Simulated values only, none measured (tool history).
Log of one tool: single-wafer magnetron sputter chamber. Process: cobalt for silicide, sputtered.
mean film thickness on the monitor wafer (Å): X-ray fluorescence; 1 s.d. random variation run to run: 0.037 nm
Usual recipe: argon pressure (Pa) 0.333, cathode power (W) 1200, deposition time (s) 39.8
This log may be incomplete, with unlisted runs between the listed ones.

run     day  argon pressure (Pa)  cathode power (W)  deposition time (s)  wafers since the last listed run  wafers on the sputter target  hours since the last manometer calibration  hours since the magnet pack was replaced  hours since the gauge calibration  read-back reference wafer on the same gauge, thickness_nm  mean film thickness on the monitor wafer (Å)
  1       0                0.289               1200                 39.8                                 0                          5419                                      2483.5                                    7622.2                              143.7                                                     20.901                                        245.56
  2   0.358                0.398               1200                 39.8                               172                          5591                                      2492.1                                    7630.8                              152.3                                                     20.904                                        237.68
  3   0.908                0.398               1200                 39.8                               264                          5855                                      2505.3                                      7644                              165.5                                                     20.899                                        238.17
  4   1.179                0.398               1200                 39.8                               130                          5985                                      2511.8                                    7650.5                                172                                                     20.901                                        237.64
  5   1.746                0.333               1200                 37.4                               272                          6258                                      2525.4                                    7664.1                              185.6                                                     20.897                                        226.89
  6   2.129                0.333               1200                 37.4                               184                          6442                                      2534.6                                    7673.3                              194.8                                                     20.894                                        227.15
  7   2.612                0.333               1200                 39.8                               232                          6674                                      2546.2                                    7684.9                              206.4                                                     20.905                                        241.01
  8   3.079                0.333               1200                 39.8                               224                          6898                                      2557.4                                    7696.1                              217.6                                                     20.904                                        241.27
  9   3.467                0.333               1200                 39.8                               186                          7084                                      2566.7                                    7705.4                              226.9                                                     20.906                                        240.62
      4.088  -- sputter target and shields replaced
 10   4.104                0.236               1350                 32.5                               146                             7                                        2582                                    7720.7                              242.2                                                     20.892                                        230.18
 11   4.667                0.333               1200                 35.6                               270                           277                                      2595.5                                    7734.2                              255.7                                                     20.907                                         219.5
 12   5.238                0.402                950                 35.7                               274                           551                                      2609.2                                    7747.9                              269.4                                                     20.904                                        176.08
 13   5.808                 0.39               1200                 36.1                               274                           825                                      2622.9                                    7761.6                              283.1                                                     20.895                                        218.88
 14   6.371                0.425               1300                 43.3                               270                          1095                                      2636.4                                    7775.1                              296.6                                                     20.905                                        279.09
 15   6.658                0.373               1200                 39.8                               138                          1233                                      2643.3                                      7782                              303.5                                                       20.9                                        242.57
 16   7.392                0.222               1350                 46.3                               352                          1585                                      2660.9                                    7799.6                              321.1                                                     20.895                                        328.41
 17    8.05                 0.25               1100                   36                               316                          1901                                      2676.7                                    7815.4                              336.9                                                     20.907                                        210.34
      8.388  -- capacitance manometer re-zeroed and calibrated
        8.6  -- magnet pack replaced
 18   8.621                0.414               1400                 43.6                                12                          1914                                         5.6                                       0.5                              350.6                                                       20.9                                        300.26
      8.842  -- gauge calibrated
 19   9.867                0.333               1200                 36.9                               598                          2512                                        35.5                                      30.4                               24.6                                                     20.896                                        227.12
 20  10.542                0.434                900                 32.2                               324                          2836                                        51.7                                      46.6                               40.8                                                     20.905                                        148.73
 21  10.846                0.333               1400                 37.7                               146                          2982                                          59                                      53.9                               48.1                                                     20.889                                        265.77
 22  11.488                0.333               1200                 39.8                               308                          3290                                        74.4                                      69.3                               63.5                                                     20.898                                        244.27
 23  11.775                0.333               1200                 39.8                               138                          3428                                        81.3                                      76.2                               70.4                                                       20.9                                        244.62
 24  12.083                 0.39               1200                 44.8                               148                          3576                                        88.7                                      83.6                               77.8                                                     20.898                                        269.95
 25  12.421                0.261               1100                 33.2                               162                          3738                                        96.8                                      91.7                               85.9                                                     20.898                                        192.31
 26  13.033                0.333               1200                   47                               294                          4032                                       111.5                                     106.4                              100.6                                                     20.899                                        287.54
 27  13.692                 0.46               1400                 43.5                               316                          4348                                       127.3                                     122.2                              116.4                                                     20.898                                        294.14
 28  14.262                  0.2               1350                 39.8                               274                          4622                                         141                                     135.9                              130.1                                                     20.905                                        280.72
 29  14.954                0.398               1200                 39.8                               332                          4955                                       157.6                                     152.5                              146.7                                                     20.905                                        238.73

What does the tool deliver on the next run?
 30  15.479                0.292               1000                 37.4                               252                          5207                                       170.2                                     165.1                              159.3                                                          ?                                             ?

read-back reference wafer on the same gauge, thickness_nm: 20.9
mean film thickness on the monitor wafer (Å): 196.16
On a tool with no hidden condition, and with the same random variation, this run would have come out at mean film thickness on the monitor wafer (Å) 199.15.

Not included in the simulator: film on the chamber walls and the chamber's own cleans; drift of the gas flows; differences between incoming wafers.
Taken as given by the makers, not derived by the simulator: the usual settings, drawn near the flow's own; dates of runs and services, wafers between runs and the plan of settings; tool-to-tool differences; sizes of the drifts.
